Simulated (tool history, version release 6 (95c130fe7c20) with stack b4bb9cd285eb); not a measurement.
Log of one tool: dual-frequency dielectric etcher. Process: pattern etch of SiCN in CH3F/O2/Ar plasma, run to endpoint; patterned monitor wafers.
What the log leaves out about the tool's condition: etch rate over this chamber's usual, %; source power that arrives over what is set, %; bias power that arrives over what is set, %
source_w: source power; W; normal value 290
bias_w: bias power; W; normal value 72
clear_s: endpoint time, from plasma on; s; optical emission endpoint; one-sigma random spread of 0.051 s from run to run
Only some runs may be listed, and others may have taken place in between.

run	hour	source_w	bias_w	wafers since the last listed run	hours since the last wet clean	hours since the last source power generator calibration	hours since the last bias power generator calibration	hours since the last upper electrode change	incoming incoming film thickness, nm	clear_s
1	0.0	290	72	0	144.6	3167.2	3710.5	3520.3	5.81	16.6
2	17.4	230	72	329	162.0	3184.6	3727.9	3537.7	5.83	17.9
3	51.9	230	72	654	196.5	3219.1	3762.4	3572.2	5.83	18.0
4	67.9	290	77	303	212.5	3235.1	3778.4	3588.2	5.81	16.2
5	79.1	290	77	212	223.7	3246.3	3789.6	3599.4	5.75	16.0
6	89.0	290	77	187	233.6	3256.2	3799.5	3609.3	5.79	16.0
7	104.4	290	72	292	249.0	3271.6	3814.9	3624.7	5.83	16.5
# hour 119.6: bias power generator calibrated
8	120.1	290	78	221	264.7	3287.3	0.5	3640.4	5.85	16.2
9	131.6	290	78	218	276.2	3298.8	12.0	3651.9	5.86	16.2
10	149.4	290	78	337	294.0	3316.6	29.8	3669.7	5.77	15.9
# hour 162.8: source power generator calibrated
11	163.3	240	72	187	307.9	0.5	43.7	3683.6	5.80	17.4
12	178.7	240	72	292	323.3	15.9	59.1	3699.0	5.80	17.4
13	189.6	290	72	206	334.2	26.8	70.0	3709.9	5.84	16.6

What will run 14 give?
14	198.0	330	77	159	342.6	35.2	78.4	3718.3	5.77	?

clear_s: 15.4 s
On a tool with no hidden condition, and with the same random variation, this run would have come out at clear_s 15.7 s.
